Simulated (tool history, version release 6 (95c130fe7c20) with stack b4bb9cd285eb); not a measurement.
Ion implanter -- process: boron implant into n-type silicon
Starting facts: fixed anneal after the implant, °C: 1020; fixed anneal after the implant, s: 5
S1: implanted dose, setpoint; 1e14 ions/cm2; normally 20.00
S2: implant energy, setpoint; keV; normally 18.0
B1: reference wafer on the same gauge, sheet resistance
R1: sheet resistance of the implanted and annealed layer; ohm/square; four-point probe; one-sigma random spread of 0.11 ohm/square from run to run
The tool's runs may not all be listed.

run 1 hour=0.0 | S1=20.00 S2=18.0 | B1=81.61 | R1=76.16
run 2 hour=14.0 | S1=20.00 S2=18.0 | B1=81.68 | R1=76.00
run 3 hour=24.1 | S1=20.00 S2=18.0 | B1=81.71 | R1=76.32
run 4 hour=38.7 | S1=20.00 S2=18.0 | B1=81.83 | R1=76.13
run 5 hour=51.8 | S1=20.00 S2=23.0 | B1=81.91 | R1=71.43
-- hour=56.0 gauge calibrated
run 6 hour=63.8 | S1=20.00 S2=23.0 | B1=81.16 | R1=70.79
-- hour=74.5 Faraday cup replaced and dose calibrated
run 7 hour=76.0 | S1=20.00 S2=18.0 | B1=81.17 | R1=75.59
-- hour=85.8 extraction supply calibrated
run 8 hour=86.1 | S1=20.00 S2=18.0 | B1=81.18 | R1=75.59
run 9 hour=93.3 | S1=15.78 S2=13.5 | B1=81.21 | R1=93.27
run 10 hour=105.3 | S1=18.35 S2=14.0 | B1=81.22 | R1=86.08
run 11 hour=120.5 | S1=14.11 S2=18.0 | B1=81.23 | R1=91.09
run 12 hour=130.5 | S1=20.00 S2=20.0 | B1=81.30 | R1=73.36
run 13 hour=142.1 | S1=20.00 S2=22.0 | B1=81.28 | R1=71.41
run 14 hour=159.3 | S1=21.67 S2=16.0 | B1=81.34 | R1=76.69
run 15 hour=166.7 | S1=20.00 S2=18.0 | B1=81.37 | R1=75.88
run 16 hour=184.0 | S1=20.00 S2=18.0 | B1=81.44 | R1=76.06

State the hidden condition of the tool at each of the runs:
deviation of the true dose from the Faraday cup's reading, %: 0 across all the runs
deviation of the true energy from its setpoint, %: 0 across all the runs
H1: gauge reads high (%)
run=1 H1=0.502
run=2 H1=0.591
run=3 H1=0.66
run=4 H1=0.767
run=5 H1=0.87
run=6 H1=-0.0361
run=7 H1=-0.0292
run=8 H1=-0.019
run=9 H1=-0.00916
run=10 H1=0.0119
run=11 H1=0.0469
run=12 H1=0.0751
run=13 H1=0.113
run=14 H1=0.179
run=15 H1=0.211
run=16 H1=0.294
